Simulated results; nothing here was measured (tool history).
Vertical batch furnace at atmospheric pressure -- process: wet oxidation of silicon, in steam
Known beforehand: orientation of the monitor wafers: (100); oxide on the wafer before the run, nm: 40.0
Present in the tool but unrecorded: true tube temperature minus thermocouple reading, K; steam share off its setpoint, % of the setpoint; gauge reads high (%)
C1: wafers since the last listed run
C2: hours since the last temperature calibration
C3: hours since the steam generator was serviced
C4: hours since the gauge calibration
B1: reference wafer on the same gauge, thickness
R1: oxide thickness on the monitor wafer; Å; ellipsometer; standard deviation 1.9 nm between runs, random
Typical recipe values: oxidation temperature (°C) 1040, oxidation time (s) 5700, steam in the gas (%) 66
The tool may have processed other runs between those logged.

Run 1, hour 0.0: usual settings but oxidation time (s) 7770; C1 0; C2 2654.2; C3 2490.5; C4 1384.2; B1 492.91. Result: R1 7131.7 Å.
Run 2, hour 35.3: usual settings but oxidation time (s) 7770; C1 342; C2 2689.5; C3 2525.8; C4 1419.5; B1 492.84. Result: R1 7104.1 Å.
Run 3, hour 92.1: usual settings but oxidation temperature (°C) 1048; C1 551; C2 2746.3; C3 2582.6; C4 1476.3; B1 492.85. Result: R1 6182.1 Å.
Run 4, hour 288.0: usual settings; C1 1901; C2 2942.2; C3 2778.5; C4 1672.2; B1 493.04. Result: R1 5948.3 Å.
Run 5, hour 349.1: usual settings; C1 592; C2 3003.3; C3 2839.6; C4 1733.3; B1 492.75. Result: R1 5910.6 Å.
Run 6, hour 399.5: usual settings; C1 489; C2 3053.7; C3 2890.0; C4 1783.7; B1 493.05. Result: R1 5939.9 Å.
Run 7, hour 451.5: usual settings; C1 504; C2 3105.7; C3 2942.0; C4 1835.7; B1 493.06. Result: R1 5897.9 Å.
Run 8, hour 480.2: usual settings; C1 278; C2 3134.4; C3 2970.7; C4 1864.4; B1 492.87. Result: R1 5905.0 Å.
Run 9, hour 511.7: usual settings; C1 305; C2 3165.9; C3 3002.2; C4 1895.9; B1 492.81. Result: R1 5871.8 Å.
Run 10, hour 577.0: usual settings; C1 633; C2 3231.2; C3 3067.5; C4 1961.2; B1 492.84. Result: R1 5886.9 Å.
At hour 605.5: thermocouples replaced and temperature profile calibrated.
Run 11, hour 634.2: usual settings; C1 322; C2 28.7; C3 3124.7; C4 2018.4; B1 493.31. Result: R1 5765.7 Å.
Run 12, hour 687.6: usual settings but oxidation temperature (°C) 1045; C1 518; C2 82.1; C3 3178.1; C4 2071.8; B1 492.73. Result: R1 5853.7 Å.
Run 13, hour 721.8: usual settings but oxidation temperature (°C) 1045; C1 331; C2 116.3; C3 3212.3; C4 2106.0; B1 492.92. Result: R1 5928.2 Å.
At hour 723.3: gauge calibrated.
Run 14, hour 773.6: usual settings but oxidation temperature (°C) 1045; C1 502; C2 168.1; C3 3264.1; C4 50.3; B1 492.92. Result: R1 5909.9 Å.
At hour 823.9: steam generator serviced.
Run 15, hour 838.0: usual settings; C1 392; C2 232.5; C3 14.1; C4 114.7; B1 493.31. Result: R1 5990.9 Å.
Run 16, hour 867.6: usual settings but oxidation temperature (°C) 1028, steam in the gas (%) 59; C1 287; C2 262.1; C3 43.7; C4 144.3; B1 492.88. Result: R1 5214.9 Å.
Run 17, hour 907.8: usual settings but oxidation time (s) 8250, steam in the gas (%) 62; C1 390; C2 302.3; C3 83.9; C4 184.5; B1 492.99. Result: R1 7165.7 Å.
Run 18, hour 932.2: usual settings but oxidation temperature (°C) 1018; C1 236; C2 326.7; C3 108.3; C4 208.9; B1 492.93. Result: R1 5292.4 Å.
Run 19, hour 997.6: usual settings but oxidation temperature (°C) 1024, steam in the gas (%) 58; C1 634; C2 392.1; C3 173.7; C4 274.3; B1 493.34. Result: R1 5099.0 Å.
Run 20, hour 1053.7: usual settings but steam in the gas (%) 57; C1 544; C2 448.2; C3 229.8; C4 330.4; B1 493.13. Result: R1 5505.5 Å.
Run 21, hour 1120.0: usual settings; C1 643; C2 514.5; C3 296.1; C4 396.7; B1 493.01. Result: R1 5993.3 Å.
Run 22, hour 1160.5: usual settings but oxidation temperature (°C) 1048; C1 393; C2 555.0; C3 336.6; C4 437.2; B1 493.04. Result: R1 6289.2 Å.
Run 23, hour 1211.3: usual settings but oxidation time (s) 7200; C1 492; C2 605.8; C3 387.4; C4 488.0; B1 492.63. Result: R1 6876.7 Å.
Run 24, hour 1247.5: usual settings but oxidation temperature (°C) 1024, steam in the gas (%) 76; C1 351; C2 642.0; C3 423.6; C4 524.2; B1 493.23. Result: R1 6016.5 Å.
Run 25, hour 1302.8: usual settings; C1 536; C2 697.3; C3 478.9; C4 579.5; B1 492.78. Result: R1 5991.8 Å.
Run 26, hour 1372.5: usual settings; C1 676; C2 767.0; C3 548.6; C4 649.2; B1 492.86. Result: R1 6028.1 Å.
Run 27, hour 1405.6: usual settings but oxidation temperature (°C) 1052, steam in the gas (%) 72; C1 321; C2 800.1; C3 581.7; C4 682.3; B1 493.22. Result: R1 6716.9 Å.
Run 28, hour 1438.9: usual settings but oxidation temperature (°C) 1045; C1 323; C2 833.4; C3 615.0; C4 715.6; B1 493.19. Result: R1 6166.3 Å.
Run 29, hour 1467.8: usual settings; C1 280; C2 862.3; C3 643.9; C4 744.5; B1 492.95. Result: R1 6030.7 Å.
Run 30, hour 1509.0: usual settings but oxidation temperature (°C) 1026, oxidation time (s) 7440, steam in the gas (%) 62; C1 399; C2 903.5; C3 685.1; C4 785.7; B1 493.19. Result: R1 6329.6 Å.
Run 31, hour 1535.7: usual settings but oxidation temperature (°C) 1021, oxidation time (s) 3360, steam in the gas (%) 75; C1 259; C2 930.2; C3 711.8; C4 812.4; B1 492.87. Result: R1 4280.8 Å.
Run 32, hour 1600.5: usual settings; C1 628; C2 995.0; C3 776.6; C4 877.2; B1 493.12. Result: R1 6023.2 Å.
Run 33, hour 1625.8: usual settings; C1 245; C2 1020.3; C3 801.9; C4 902.5; B1 493.25. Result: R1 6024.1 Å.
Run 34, hour 1661.4: usual settings but oxidation temperature (°C) 1017, oxidation time (s) 3720, steam in the gas (%) 77; C1 345; C2 1055.9; C3 837.5; C4 938.1; B1 492.92. Result: R1 4492.9 Å.
Run 35, hour 1722.1: usual settings but oxidation temperature (°C) 1029, oxidation time (s) 2970, steam in the gas (%) 69; C1 589; C2 1116.6; C3 898.2; C4 998.8; B1 493.34. Result: R1 3931.8 Å.
Run 36, hour 1784.8: usual settings but oxidation time (s) 4830, steam in the gas (%) 59; C1 608; C2 1179.3; C3 960.9; C4 1061.5; B1 492.93. Result: R1 5097.6 Å.
Run 37, hour 1854.9: usual settings but oxidation temperature (°C) 1047, oxidation time (s) 3480, steam in the gas (%) 56; C1 680; C2 1249.4; C3 1031.0; C4 1131.6; B1 492.82. Result: R1 4192.5 Å.

Predict each of these 5 candidate next runs independently; none follows another, all start after run 37:
Run A, hour 1861.2: usual settings but steam in the gas (%) 77; C1 61; C2 1255.7; C3 1037.3; C4 1137.9; B1 ?. Result: R1 ?.
Run B, hour 1861.2: usual settings but oxidation temperature (°C) 1058, oxidation time (s) 6840, steam in the gas (%) 74; C1 61; C2 1255.7; C3 1037.3; C4 1137.9; B1 ?. Result: R1 ?.
Run C, hour 1861.2: usual settings but oxidation temperature (°C) 1053, oxidation time (s) 3960, steam in the gas (%) 63; C1 61; C2 1255.7; C3 1037.3; C4 1137.9; B1 ?. Result: R1 ?.
Run D, hour 1861.2: usual settings but oxidation temperature (°C) 1064; C1 61; C2 1255.7; C3 1037.3; C4 1137.9; B1 ?. Result: R1 ?.
Run E, hour 1861.2: usual settings but oxidation time (s) 6450; C1 61; C2 1255.7; C3 1037.3; C4 1137.9; B1 ?. Result: R1 ?.

run      B1      R1
  A  493.14  6603.4
  B  493.14  7783.8
  C  493.14  5050.9
  D  493.14  6752.6
  E  493.14  6486.2
With the hidden condition removed and each run's random variation left untouched, the same runs would have given:
run      R1
  A  6508.4
  B  7686.1
  C  4974.1
  D  6665.4
  E  6392.3

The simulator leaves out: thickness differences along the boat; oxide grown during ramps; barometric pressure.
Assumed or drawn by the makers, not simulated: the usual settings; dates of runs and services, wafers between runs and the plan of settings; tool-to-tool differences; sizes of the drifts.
